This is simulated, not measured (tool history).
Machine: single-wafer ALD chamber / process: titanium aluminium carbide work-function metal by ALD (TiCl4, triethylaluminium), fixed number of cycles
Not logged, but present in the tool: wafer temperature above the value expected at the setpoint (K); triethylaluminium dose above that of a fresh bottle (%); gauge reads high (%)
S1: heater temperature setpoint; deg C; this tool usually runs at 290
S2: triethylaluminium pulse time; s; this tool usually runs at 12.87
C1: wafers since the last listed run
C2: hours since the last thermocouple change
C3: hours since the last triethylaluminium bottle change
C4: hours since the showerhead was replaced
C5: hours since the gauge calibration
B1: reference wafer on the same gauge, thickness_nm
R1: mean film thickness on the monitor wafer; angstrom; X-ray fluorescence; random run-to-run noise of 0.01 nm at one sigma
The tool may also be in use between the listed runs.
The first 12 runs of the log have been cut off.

Run 13, hour 168: usual settings but S2 16.7 s; C1 104; C2 41; C3 832.9; C4 6569; C5 391.5; B1 1.801. Result: R1 20.38 angstrom.
At hour 171.6: gauge calibrated.
Run 14, hour 175.3: usual settings; C1 52; C2 48.3; C3 840.2; C4 6576.3; C5 3.7; B1 1.8. Result: R1 19.6 angstrom.
Run 15, hour 183.6: usual settings but S2 10.35 s; C1 59; C2 56.6; C3 848.5; C4 6584.6; C5 12; B1 1.802. Result: R1 18.79 angstrom.
Run 16, hour 189.7: usual settings but S1 298 deg C, S2 8.78 s; C1 43; C2 62.7; C3 854.6; C4 6590.7; C5 18.1; B1 1.801. Result: R1 18.4 angstrom.
Run 17, hour 202.3: usual settings; C1 89; C2 75.3; C3 867.2; C4 6603.3; C5 30.7; B1 1.799. Result: R1 19.41 angstrom.
Run 18, hour 219.5: usual settings but S1 277 deg C, S2 15.3 s; C1 122; C2 92.5; C3 884.4; C4 6620.5; C5 47.9; B1 1.799. Result: R1 18.86 angstrom.
Run 19, hour 235.9: usual settings but S1 286 deg C, S2 8.8 s; C1 116; C2 108.9; C3 900.8; C4 6636.9; C5 64.3; B1 1.798. Result: R1 17.34 angstrom.
Run 20, hour 248.8: usual settings but S1 285 deg C; C1 91; C2 121.8; C3 913.7; C4 6649.8; C5 77.2; B1 1.8. Result: R1 19.12 angstrom.

Run 21 has not been measured yet. What should we expect?
At hour 263.3: triethylaluminium bottle replaced.
Run 21, hour 263.8: usual settings but S1 301 deg C, S2 14.4 s; C1 49; C2 136.8; C3 0.5; C4 6664.8; C5 92.2; B1 ?. Result: R1 ?.

B1: 1.8
R1: 21.72 angstrom
Were there no unlogged condition in the tool, this run, its random variation unchanged, would have produced R1 21.75 angstrom.

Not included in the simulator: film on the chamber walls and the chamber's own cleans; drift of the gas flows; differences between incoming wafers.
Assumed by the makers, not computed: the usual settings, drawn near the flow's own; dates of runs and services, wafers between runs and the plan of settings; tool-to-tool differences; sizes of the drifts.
